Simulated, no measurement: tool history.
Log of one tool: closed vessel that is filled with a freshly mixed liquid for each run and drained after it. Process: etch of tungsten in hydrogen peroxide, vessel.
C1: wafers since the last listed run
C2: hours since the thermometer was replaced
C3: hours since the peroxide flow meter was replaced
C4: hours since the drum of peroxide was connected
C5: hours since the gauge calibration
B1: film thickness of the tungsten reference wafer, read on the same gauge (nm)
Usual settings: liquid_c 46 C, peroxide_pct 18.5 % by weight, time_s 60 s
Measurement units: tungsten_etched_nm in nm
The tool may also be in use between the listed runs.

Run 1, hour 0: usual settings but time_s 45 s; C1 0; C2 1780.5; C3 90.3; C4 344.3; C5 1262.5; B1 80. Result: tungsten_etched_nm 80.8 nm.
Run 2, hour 38.3: usual settings but time_s 45 s; C1 3386; C2 1818.8; C3 128.6; C4 382.6; C5 1300.8; B1 80.03. Result: tungsten_etched_nm 79.44 nm.
Run 3, hour 140.5: usual settings but time_s 45 s; C1 9035; C2 1921; C3 230.8; C4 484.8; C5 1403; B1 80.02. Result: tungsten_etched_nm 81.17 nm.
Run 4, hour 205.8: usual settings; C1 5773; C2 1986.3; C3 296.1; C4 550.1; C5 1468.3; B1 80.01. Result: tungsten_etched_nm 107.63 nm.
Run 5, hour 284.3: usual settings; C1 6940; C2 2064.8; C3 374.6; C4 628.6; C5 1546.8; B1 79.98. Result: tungsten_etched_nm 107.27 nm.
Run 6, hour 336.1: usual settings; C1 4579; C2 2116.6; C3 426.4; C4 680.4; C5 1598.6; B1 79.97. Result: tungsten_etched_nm 105.74 nm.
Run 7, hour 376.3: usual settings but liquid_c 40.5 C, time_s 70 s; C1 3554; C2 2156.8; C3 466.6; C4 720.6; C5 1638.8; B1 80.02. Result: tungsten_etched_nm 88.61 nm.
Run 8, hour 419.1: usual settings but liquid_c 40.5 C, time_s 70 s; C1 3784; C2 2199.6; C3 509.4; C4 763.4; C5 1681.6; B1 79.99. Result: tungsten_etched_nm 87.83 nm.
Run 9, hour 500.6: usual settings but time_s 35 s; C1 7205; C2 2281.1; C3 590.9; C4 844.9; C5 1763.1; B1 79.99. Result: tungsten_etched_nm 62.89 nm.
Run 10, hour 584.4: usual settings but time_s 35 s; C1 7409; C2 2364.9; C3 674.7; C4 928.7; C5 1846.9; B1 79.98. Result: tungsten_etched_nm 62.7 nm.
Run 11, hour 670.2: usual settings but time_s 35 s; C1 7585; C2 2450.7; C3 760.5; C4 1014.5; C5 1932.7; B1 80.03. Result: tungsten_etched_nm 61.65 nm.
At hour 712: new drum of peroxide connected.
At hour 724.2: peroxide flow meter replaced.
Run 12, hour 756.2: usual settings; C1 7426; C2 2536.7; C3 32; C4 44.2; C5 2018.7; B1 80.01. Result: tungsten_etched_nm 107.36 nm.
Run 13, hour 797.1: usual settings; C1 3616; C2 2577.6; C3 72.9; C4 85.1; C5 2059.6; B1 80. Result: tungsten_etched_nm 107.37 nm.
Run 14, hour 904.5: usual settings but liquid_c 40 C, peroxide_pct 15.5 % by weight, time_s 40 s; C1 9495; C2 2685; C3 180.3; C4 192.5; C5 2167; B1 79.97. Result: tungsten_etched_nm 44.75 nm.
At hour 953.7: gauge calibrated.
Run 15, hour 953.9: usual settings but liquid_c 37 C, peroxide_pct 14 % by weight; C1 4367; C2 2734.4; C3 229.7; C4 241.9; C5 0.2; B1 80.01. Result: tungsten_etched_nm 52.56 nm.
At hour 1037.2: thermometer replaced.
Run 16, hour 1051: usual settings; C1 8496; C2 13.8; C3 326.8; C4 339; C5 97.3; B1 80.01. Result: tungsten_etched_nm 107.1 nm.
Run 17, hour 1088.8: usual settings but time_s 45 s; C1 3342; C2 51.6; C3 364.6; C4 376.8; C5 135.1; B1 79.97. Result: tungsten_etched_nm 80.92 nm.
Run 18, hour 1154.7: usual settings but liquid_c 41.5 C, peroxide_pct 20.5 % by weight, time_s 85 s; C1 5826; C2 117.5; C3 430.5; C4 442.7; C5 201; B1 80. Result: tungsten_etched_nm 120.59 nm.
Run 19, hour 1211.6: usual settings but liquid_c 40.5 C, time_s 70 s; C1 5030; C2 174.4; C3 487.4; C4 499.6; C5 257.9; B1 80. Result: tungsten_etched_nm 87.23 nm.
Run 20, hour 1282.4: usual settings; C1 6259; C2 245.2; C3 558.2; C4 570.4; C5 328.7; B1 79.99. Result: tungsten_etched_nm 107.91 nm.
Run 21, hour 1378: usual settings but liquid_c 49 C, time_s 80 s; C1 8452; C2 340.8; C3 653.8; C4 666; C5 424.3; B1 80. Result: tungsten_etched_nm 171.44 nm.
Run 22, hour 1418.4: usual settings but liquid_c 51 C, peroxide_pct 22 % by weight, time_s 50 s; C1 3571; C2 381.2; C3 694.2; C4 706.4; C5 464.7; B1 80.05. Result: tungsten_etched_nm 133.61 nm.
Run 23, hour 1490.3: usual settings but peroxide_pct 17 % by weight, time_s 75 s; C1 6356; C2 453.1; C3 766.1; C4 778.3; C5 536.6; B1 80. Result: tungsten_etched_nm 128.6 nm.
Run 24, hour 1527.7: usual settings but liquid_c 49 C, peroxide_pct 15 % by weight, time_s 45 s; C1 3306; C2 490.5; C3 803.5; C4 815.7; C5 574; B1 80. Result: tungsten_etched_nm 87.26 nm.
At hour 1535.4: peroxide flow meter replaced.
Run 25, hour 1565.5: usual settings but liquid_c 42 C, peroxide_pct 16 % by weight, time_s 70 s; C1 3253; C2 528.3; C3 30.1; C4 853.5; C5 611.8; B1 79.99. Result: tungsten_etched_nm 91.61 nm.
Run 26, hour 1654.2: usual settings but liquid_c 36.5 C, time_s 90 s; C1 7842; C2 617; C3 118.8; C4 942.2; C5 700.5; B1 79.97. Result: tungsten_etched_nm 87.06 nm.

Take each entry between the runs: how does the hidden state at the last listed run before it differ from the hidden state at the first listed run after it?
After run 11, before run 12: new drum of peroxide connected (hour 712); peroxide flow meter replaced (hour 724.2)
  no hidden state differs between the two runs
After run 14, before run 15: gauge calibrated (hour 953.7)
  no hidden state differs between the two runs
After run 15, before run 16: thermometer replaced (hour 1037.2)
  no hidden state differs between the two runs
After run 24, before run 25: peroxide flow meter replaced (hour 1535.4)
  no hidden state differs between the two runs
